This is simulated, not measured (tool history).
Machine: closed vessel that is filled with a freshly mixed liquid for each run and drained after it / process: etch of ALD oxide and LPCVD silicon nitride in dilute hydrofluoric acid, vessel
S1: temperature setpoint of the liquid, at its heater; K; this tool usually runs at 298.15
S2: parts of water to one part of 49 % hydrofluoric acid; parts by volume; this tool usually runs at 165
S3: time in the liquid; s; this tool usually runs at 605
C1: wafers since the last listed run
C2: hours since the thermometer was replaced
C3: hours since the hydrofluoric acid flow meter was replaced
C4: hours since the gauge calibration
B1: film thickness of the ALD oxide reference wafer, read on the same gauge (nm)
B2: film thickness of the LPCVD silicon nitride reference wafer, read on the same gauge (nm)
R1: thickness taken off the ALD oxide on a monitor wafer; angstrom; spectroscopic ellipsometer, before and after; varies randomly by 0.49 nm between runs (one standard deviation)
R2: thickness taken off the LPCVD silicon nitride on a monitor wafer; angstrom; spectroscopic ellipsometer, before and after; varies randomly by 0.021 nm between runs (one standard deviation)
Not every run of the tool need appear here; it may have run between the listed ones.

| run | hour | S1 | S2 | S3 | C1 | C2 | C3 | C4 | B1 | B2 | R1 | R2 |
|---|---|---|---|---|---|---|---|---|---|---|---|---|
| 1 | 0.0 | 298.15 | 165 | 605 | 0 | 1341.8 | 847.3 | 743.0 | 119.98 | 79.997 | 541.9 | 23.60 |
| 2 | 31.4 | 298.15 | 165 | 605 | 1342 | 1373.2 | 878.7 | 774.4 | 120.02 | 80.022 | 533.4 | 23.27 |
| 3 | 93.4 | 298.15 | 165 | 605 | 2649 | 1435.2 | 940.7 | 836.4 | 119.98 | 80.001 | 547.7 | 23.75 |
| 4 | 132.4 | 298.15 | 110 | 605 | 1666 | 1474.2 | 979.7 | 875.4 | 120.02 | 79.987 | 863.3 | 34.72 |
| 5 | 171.0 | 298.15 | 110 | 605 | 1649 | 1512.8 | 1018.3 | 914.0 | 119.98 | 79.989 | 860.4 | 35.05 |
| 6 | 240.0 | 298.15 | 130 | 605 | 2949 | 1581.8 | 1087.3 | 983.0 | 120.00 | 79.980 | 714.1 | 29.89 |
| 7 | 311.0 | 298.15 | 130 | 605 | 3034 | 1652.8 | 1158.3 | 1054.0 | 119.99 | 79.999 | 708.0 | 29.82 |
| 8 | 365.2 | 298.15 | 130 | 605 | 2316 | 1707.0 | 1212.5 | 1108.2 | 120.00 | 79.980 | 703.9 | 29.32 |
| 9 | 394.7 | 298.15 | 165 | 605 | 1260 | 1736.5 | 1242.0 | 1137.7 | 119.99 | 80.015 | 539.7 | 23.59 |
| 10 | 454.3 | 298.15 | 165 | 605 | 2547 | 1796.1 | 1301.6 | 1197.3 | 120.00 | 80.009 | 544.1 | 23.97 |
| 11 | 521.6 | 298.15 | 165 | 845 | 2876 | 1863.4 | 1368.9 | 1264.6 | 120.00 | 79.999 | 738.3 | 32.89 |
|  | 545.4 | hydrofluoric acid flow meter replaced |
| 12 | 574.2 | 298.15 | 165 | 605 | 2205 | 1916.0 | 28.8 | 1317.2 | 119.98 | 80.013 | 580.4 | 24.91 |
|  | 575.4 | gauge calibrated |
| 13 | 617.5 | 298.15 | 90 | 345 | 1850 | 1959.3 | 72.1 | 42.1 | 119.98 | 80.006 | 666.2 | 26.22 |
| 14 | 660.9 | 302.65 | 100 | 350 | 1854 | 2002.7 | 115.5 | 85.5 | 119.99 | 80.000 | 722.1 | 31.97 |
| 15 | 730.3 | 295.15 | 165 | 605 | 2966 | 2072.1 | 184.9 | 154.9 | 120.03 | 79.981 | 526.9 | 20.87 |
| 16 | 798.5 | 298.15 | 165 | 605 | 2914 | 2140.3 | 253.1 | 223.1 | 120.01 | 80.014 | 577.7 | 25.40 |
| 17 | 866.1 | 294.65 | 145 | 790 | 2889 | 2207.9 | 320.7 | 290.7 | 120.00 | 80.000 | 761.3 | 30.21 |
|  | 874.1 | thermometer replaced |
| 18 | 901.0 | 296.65 | 165 | 700 | 1448 | 26.9 | 355.6 | 325.6 | 119.98 | 80.002 | 585.8 | 23.79 |
| 19 | 931.4 | 300.15 | 190 | 360 | 1299 | 57.3 | 386.0 | 356.0 | 120.02 | 79.996 | 295.1 | 13.20 |
| 20 | 973.3 | 296.65 | 100 | 510 | 1790 | 99.2 | 427.9 | 397.9 | 120.00 | 79.997 | 764.6 | 28.35 |
| 21 | 1033.7 | 298.15 | 165 | 725 | 2581 | 159.6 | 488.3 | 458.3 | 120.03 | 79.993 | 650.4 | 27.36 |
| 22 | 1079.7 | 298.15 | 165 | 605 | 1966 | 205.6 | 534.3 | 504.3 | 120.00 | 79.976 | 535.0 | 22.65 |
| 23 | 1275.1 | 298.15 | 165 | 605 | 8351 | 401.0 | 729.7 | 699.7 | 119.99 | 80.013 | 533.7 | 22.31 |
| 24 | 1320.3 | 293.15 | 165 | 605 | 1931 | 446.2 | 774.9 | 744.9 | 120.00 | 80.004 | 443.0 | 16.43 |
| 25 | 1386.8 | 298.15 | 165 | 605 | 2842 | 512.7 | 841.4 | 811.4 | 119.98 | 79.977 | 533.8 | 23.02 |

The next listed run, before its measurement:
| 26 | 1434.6 | 301.15 | 145 | 485 | 2042 | 560.5 | 889.2 | 859.2 | ? | ? | ? | ? |

{"run 26": {"B1": 119.99, "B2": 80.03, "R1": 545.1, "R2": 24.76}}
On a tool with no hidden condition, and with the same random variation, this run would have come out at R1 564.6 angstrom, R2 24.92 angstrom.
